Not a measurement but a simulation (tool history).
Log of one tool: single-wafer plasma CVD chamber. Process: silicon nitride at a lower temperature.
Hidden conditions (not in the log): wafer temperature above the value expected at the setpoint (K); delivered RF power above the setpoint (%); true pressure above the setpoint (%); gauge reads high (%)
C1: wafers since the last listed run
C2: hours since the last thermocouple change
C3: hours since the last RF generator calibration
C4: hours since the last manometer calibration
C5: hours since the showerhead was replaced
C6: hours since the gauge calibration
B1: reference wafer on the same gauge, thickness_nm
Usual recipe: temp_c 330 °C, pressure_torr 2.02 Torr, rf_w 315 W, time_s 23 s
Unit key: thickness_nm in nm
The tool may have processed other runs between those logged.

run 1 day=0 | temp_c=334 pressure_torr=2.02 rf_w=315 time_s=23 | C1=0 C2=1313.3 C3=733.4 C4=1417.9 C5=17.3 C6=20.7 | B1=33.887 | thickness_nm=28.455
run 2 day=0.338 | temp_c=334 pressure_torr=2.02 rf_w=315 time_s=23 | C1=256 C2=1321.4 C3=741.5 C4=1426 C5=25.4 C6=28.8 | B1=33.915 | thickness_nm=28.561
run 3 day=1.071 | temp_c=330 pressure_torr=2.02 rf_w=315 time_s=23 | C1=557 C2=1339 C3=759.1 C4=1443.6 C5=43 C6=46.4 | B1=33.964 | thickness_nm=28.621
run 4 day=1.821 | temp_c=330 pressure_torr=2.02 rf_w=315 time_s=23 | C1=570 C2=1357 C3=777.1 C4=1461.6 C5=61 C6=64.4 | B1=33.863 | thickness_nm=28.702
run 5 day=2.512 | temp_c=330 pressure_torr=2.02 rf_w=315 time_s=23 | C1=525 C2=1373.6 C3=793.7 C4=1478.2 C5=77.6 C6=81 | B1=33.928 | thickness_nm=28.519
run 6 day=3.188 | temp_c=330 pressure_torr=1.58 rf_w=315 time_s=23 | C1=513 C2=1389.8 C3=809.9 C4=1494.4 C5=93.8 C6=97.2 | B1=33.884 | thickness_nm=26.279
-- day=4.05 RF generator calibrated
run 7 day=4.071 | temp_c=319 pressure_torr=2.02 rf_w=315 time_s=23 | C1=418 C2=1411 C3=0.5 C4=1515.6 C5=115 C6=118.4 | B1=33.87 | thickness_nm=27.905
run 8 day=4.604 | temp_c=330 pressure_torr=1.72 rf_w=295 time_s=23 | C1=405 C2=1423.8 C3=13.3 C4=1528.4 C5=127.8 C6=131.2 | B1=33.854 | thickness_nm=24.662
-- day=5.1 thermocouple changed; heater temperature recalibrated
run 9 day=5.121 | temp_c=326 pressure_torr=2.02 rf_w=315 time_s=23 | C1=139 C2=0.5 C3=25.7 C4=1540.8 C5=140.2 C6=143.6 | B1=33.902 | thickness_nm=27.722
run 10 day=5.179 | temp_c=330 pressure_torr=2.02 rf_w=315 time_s=23 | C1=44 C2=1.9 C3=27.1 C4=1542.2 C5=141.6 C6=145 | B1=33.904 | thickness_nm=27.859
run 11 day=5.646 | temp_c=330 pressure_torr=1.63 rf_w=330 time_s=23 | C1=354 C2=13.1 C3=38.3 C4=1553.4 C5=152.8 C6=156.2 | B1=33.908 | thickness_nm=27.16
run 12 day=6.367 | temp_c=322 pressure_torr=1.88 rf_w=370 time_s=26.3 | C1=548 C2=30.4 C3=55.6 C4=1570.7 C5=170.1 C6=173.5 | B1=33.859 | thickness_nm=35.881
run 13 day=6.779 | temp_c=330 pressure_torr=2.02 rf_w=315 time_s=23 | C1=313 C2=40.3 C3=65.5 C4=1580.6 C5=180 C6=183.4 | B1=33.946 | thickness_nm=27.701
run 14 day=7.242 | temp_c=330 pressure_torr=2.02 rf_w=375 time_s=21.1 | C1=351 C2=51.4 C3=76.6 C4=1591.7 C5=191.1 C6=194.5 | B1=33.839 | thickness_nm=29.959
run 15 day=7.725 | temp_c=330 pressure_torr=2.42 rf_w=315 time_s=23 | C1=367 C2=63 C3=88.2 C4=1603.3 C5=202.7 C6=206.1 | B1=33.877 | thickness_nm=28.928
-- day=8.183 capacitance manometer re-zeroed and calibrated
-- day=8.775 RF generator calibrated, repeated, since the last time left the tool worse
run 16 day=9.275 | temp_c=330 pressure_torr=2.02 rf_w=350 time_s=23 | C1=671 C2=100.2 C3=12 C4=26.2 C5=239.9 C6=243.3 | B1=33.865 | thickness_nm=32.11
run 17 day=9.792 | temp_c=342 pressure_torr=1.67 rf_w=355 time_s=20.4 | C1=392 C2=112.6 C3=24.4 C4=38.6 C5=252.3 C6=255.7 | B1=33.899 | thickness_nm=27.175
run 18 day=10.062 | temp_c=330 pressure_torr=2.02 rf_w=315 time_s=23 | C1=205 C2=119.1 C3=30.9 C4=45.1 C5=258.8 C6=262.2 | B1=33.91 | thickness_nm=29.046
run 19 day=10.388 | temp_c=330 pressure_torr=2.25 rf_w=315 time_s=23 | C1=247 C2=126.9 C3=38.7 C4=52.9 C5=266.6 C6=270 | B1=33.919 | thickness_nm=30.167
run 20 day=11.212 | temp_c=342 pressure_torr=1.56 rf_w=315 time_s=23 | C1=627 C2=146.7 C3=58.5 C4=72.7 C5=286.4 C6=289.8 | B1=33.895 | thickness_nm=26.511
run 21 day=11.762 | temp_c=330 pressure_torr=2.02 rf_w=315 time_s=23 | C1=418 C2=159.9 C3=71.7 C4=85.9 C5=299.6 C6=303 | B1=33.889 | thickness_nm=29.138
run 22 day=12.479 | temp_c=344 pressure_torr=2.02 rf_w=275 time_s=23 | C1=544 C2=177.1 C3=88.9 C4=103.1 C5=316.8 C6=320.2 | B1=33.897 | thickness_nm=25.12
run 23 day=12.892 | temp_c=330 pressure_torr=2.02 rf_w=315 time_s=19.6 | C1=313 C2=187 C3=98.8 C4=113 C5=326.7 C6=330.1 | B1=33.934 | thickness_nm=24.797
run 24 day=13.208 | temp_c=318 pressure_torr=2.28 rf_w=315 time_s=23 | C1=240 C2=194.6 C3=106.4 C4=120.6 C5=334.3 C6=337.7 | B1=33.892 | thickness_nm=30.349

Estimate the outcome of run 25 from the log above:
run 25 day=13.688 | temp_c=330 pressure_torr=2.02 rf_w=315 time_s=23 | C1=364 C2=206.1 C3=117.9 C4=132.1 C5=345.8 C6=349.2 | B1=? | thickness_nm=?

B1: 33.9
thickness_nm: 29.149 nm
With the hidden condition absent and the run-to-run variation left alone, this run would have shown thickness_nm 29.292 nm.
